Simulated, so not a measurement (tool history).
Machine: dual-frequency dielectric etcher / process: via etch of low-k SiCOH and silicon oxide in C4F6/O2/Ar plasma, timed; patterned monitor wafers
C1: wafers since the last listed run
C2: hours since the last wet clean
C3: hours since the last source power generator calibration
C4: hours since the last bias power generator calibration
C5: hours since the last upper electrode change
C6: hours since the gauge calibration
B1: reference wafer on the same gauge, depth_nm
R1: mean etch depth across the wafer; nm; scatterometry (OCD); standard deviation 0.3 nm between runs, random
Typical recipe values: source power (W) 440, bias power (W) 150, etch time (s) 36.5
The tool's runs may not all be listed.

run 1 day=0 | source_power_(W)=440 bias_power_(W)=150 etch_time_(s)=36.5 | C1=0 C2=199.3 C3=4705 C4=2921.9 C5=3961.4 C6=406.5 | B1=79.8 | R1=94
run 2 day=0.721 | source_power_(W)=440 bias_power_(W)=150 etch_time_(s)=36.5 | C1=188 C2=216.6 C3=4722.3 C4=2939.2 C5=3978.7 C6=423.8 | B1=79.9 | R1=94
run 3 day=1.267 | source_power_(W)=370 bias_power_(W)=163 etch_time_(s)=36.5 | C1=142 C2=229.7 C3=4735.4 C4=2952.3 C5=3991.8 C6=436.9 | B1=79.8 | R1=92.1
-- day=2.967 upper electrode replaced
run 4 day=2.988 | source_power_(W)=370 bias_power_(W)=163 etch_time_(s)=36.5 | C1=188 C2=271 C3=4776.7 C4=2993.6 C5=0.5 C6=478.2 | B1=79.8 | R1=91.9
run 5 day=3.458 | source_power_(W)=370 bias_power_(W)=163 etch_time_(s)=36.5 | C1=123 C2=282.3 C3=4788 C4=3004.9 C5=11.8 C6=489.5 | B1=79.9 | R1=91.7
run 6 day=4.4 | source_power_(W)=440 bias_power_(W)=150 etch_time_(s)=36.5 | C1=246 C2=304.9 C3=4810.6 C4=3027.5 C5=34.4 C6=512.1 | B1=79.8 | R1=93.7
-- day=4.688 gauge calibrated
run 7 day=5.679 | source_power_(W)=440 bias_power_(W)=150 etch_time_(s)=36.5 | C1=334 C2=335.6 C3=4841.3 C4=3058.2 C5=65.1 C6=23.8 | B1=79.9 | R1=93.9
run 8 day=6.438 | source_power_(W)=440 bias_power_(W)=150 etch_time_(s)=36.5 | C1=198 C2=353.8 C3=4859.5 C4=3076.4 C5=83.3 C6=42 | B1=79.8 | R1=93.9
-- day=7.579 source power generator calibrated
run 9 day=7.779 | source_power_(W)=520 bias_power_(W)=150 etch_time_(s)=36.5 | C1=307 C2=386 C3=4.8 C4=3108.6 C5=115.5 C6=74.2 | B1=79.8 | R1=97.8
run 10 day=9.138 | source_power_(W)=470 bias_power_(W)=150 etch_time_(s)=36.5 | C1=354 C2=418.6 C3=37.4 C4=3141.2 C5=148.1 C6=106.8 | B1=79.7 | R1=95.1
run 11 day=9.892 | source_power_(W)=440 bias_power_(W)=163 etch_time_(s)=36.5 | C1=197 C2=436.7 C3=55.5 C4=3159.3 C5=166.2 C6=124.9 | B1=79.8 | R1=95.4
-- day=10.342 bias power generator calibrated
run 12 day=10.638 | source_power_(W)=400 bias_power_(W)=132 etch_time_(s)=46 | C1=151 C2=454.6 C3=73.4 C4=7.1 C5=184.1 C6=142.8 | B1=79.8 | R1=110.5
run 13 day=11.354 | source_power_(W)=540 bias_power_(W)=181 etch_time_(s)=30.5 | C1=187 C2=471.8 C3=90.6 C4=24.3 C5=201.3 C6=160 | B1=79.8 | R1=87.2
-- day=12.542 wet clean of the chamber
run 14 day=12.562 | source_power_(W)=350 bias_power_(W)=119 etch_time_(s)=30.5 | C1=54 C2=0.5 C3=119.6 C4=53.3 C5=230.3 C6=189 | B1=79.8 | R1=69.8
run 15 day=13.158 | source_power_(W)=440 bias_power_(W)=150 etch_time_(s)=41 | C1=155 C2=14.8 C3=133.9 C4=67.6 C5=244.6 C6=203.3 | B1=79.9 | R1=106.1
run 16 day=14.017 | source_power_(W)=440 bias_power_(W)=183 etch_time_(s)=46 | C1=224 C2=35.4 C3=154.5 C4=88.2 C5=265.2 C6=223.9 | B1=79.8 | R1=126
run 17 day=14.742 | source_power_(W)=400 bias_power_(W)=150 etch_time_(s)=36.5 | C1=189 C2=52.8 C3=171.9 C4=105.6 C5=282.6 C6=241.3 | B1=79.8 | R1=92
run 18 day=16.096 | source_power_(W)=440 bias_power_(W)=150 etch_time_(s)=36.5 | C1=353 C2=85.3 C3=204.4 C4=138.1 C5=315.1 C6=273.8 | B1=79.9 | R1=94.4
run 19 day=16.904 | source_power_(W)=440 bias_power_(W)=150 etch_time_(s)=36.5 | C1=211 C2=104.7 C3=223.8 C4=157.5 C5=334.5 C6=293.2 | B1=79.8 | R1=94.5
run 20 day=17.817 | source_power_(W)=380 bias_power_(W)=115 etch_time_(s)=29 | C1=238 C2=126.6 C3=245.7 C4=179.4 C5=356.4 C6=315.1 | B1=79.9 | R1=67.2
run 21 day=18.362 | source_power_(W)=490 bias_power_(W)=181 etch_time_(s)=28.5 | C1=142 C2=139.7 C3=258.8 C4=192.5 C5=369.5 C6=328.2 | B1=79.8 | R1=79.9
run 22 day=19.35 | source_power_(W)=500 bias_power_(W)=181 etch_time_(s)=36.5 | C1=258 C2=163.4 C3=282.5 C4=216.2 C5=393.2 C6=351.9 | B1=79.8 | R1=103.6
run 23 day=19.879 | source_power_(W)=440 bias_power_(W)=150 etch_time_(s)=36.5 | C1=138 C2=176.1 C3=295.2 C4=228.9 C5=405.9 C6=364.6 | B1=79.8 | R1=94.4
run 24 day=20.921 | source_power_(W)=440 bias_power_(W)=150 etch_time_(s)=36.5 | C1=272 C2=201.1 C3=320.2 C4=253.9 C5=430.9 C6=389.6 | B1=79.8 | R1=94.6
run 25 day=22.379 | source_power_(W)=440 bias_power_(W)=115 etch_time_(s)=32 | C1=381 C2=236.1 C3=355.2 C4=288.9 C5=465.9 C6=424.6 | B1=79.8 | R1=77
run 26 day=23.725 | source_power_(W)=490 bias_power_(W)=133 etch_time_(s)=40.5 | C1=351 C2=268.4 C3=387.5 C4=321.2 C5=498.2 C6=456.9 | B1=79.8 | R1=103.6
run 27 day=25.183 | source_power_(W)=390 bias_power_(W)=150 etch_time_(s)=28.5 | C1=381 C2=303.4 C3=422.5 C4=356.2 C5=533.2 C6=491.9 | B1=79.8 | R1=70.7
-- day=25.262 gauge calibrated
run 28 day=25.896 | source_power_(W)=400 bias_power_(W)=150 etch_time_(s)=36.5 | C1=186 C2=320.5 C3=439.6 C4=373.3 C5=550.3 C6=15.2 | B1=79.8 | R1=91.3
run 29 day=27.279 | source_power_(W)=440 bias_power_(W)=140 etch_time_(s)=45.5 | C1=361 C2=353.7 C3=472.8 C4=406.5 C5=583.5 C6=48.4 | B1=79.8 | R1=114.4
run 30 day=28.333 | source_power_(W)=350 bias_power_(W)=119 etch_time_(s)=30.5 | C1=275 C2=379 C3=498.1 C4=431.8 C5=608.8 C6=73.7 | B1=79.8 | R1=68.9

Same runs, no hidden state in the tool, same run-to-run variation:
Unlogged tool condition in this case: etch rate over this chamber's usual, %; source power that arrives over what is set, %; bias power that arrives over what is set, %; gauge reads high (%).
run=1 R1=94.5
run=2 R1=94.5
run=3 R1=92.6
run=4 R1=92.6
run=5 R1=92.4
run=6 R1=94.5
run=7 R1=94.9
run=8 R1=94.9
run=9 R1=99
run=10 R1=96.4
run=11 R1=96.8
run=12 R1=112.2
run=13 R1=88.5
run=14 R1=69.6
run=15 R1=106
run=16 R1=125.9
run=17 R1=92
run=18 R1=94.5
run=19 R1=94.6
run=20 R1=67.3
run=21 R1=80.2
run=22 R1=104
run=23 R1=94.8
run=24 R1=95.1
run=25 R1=77.5
run=26 R1=104.5
run=27 R1=71.4
run=28 R1=92.2
run=29 R1=115.7
run=30 R1=69.8
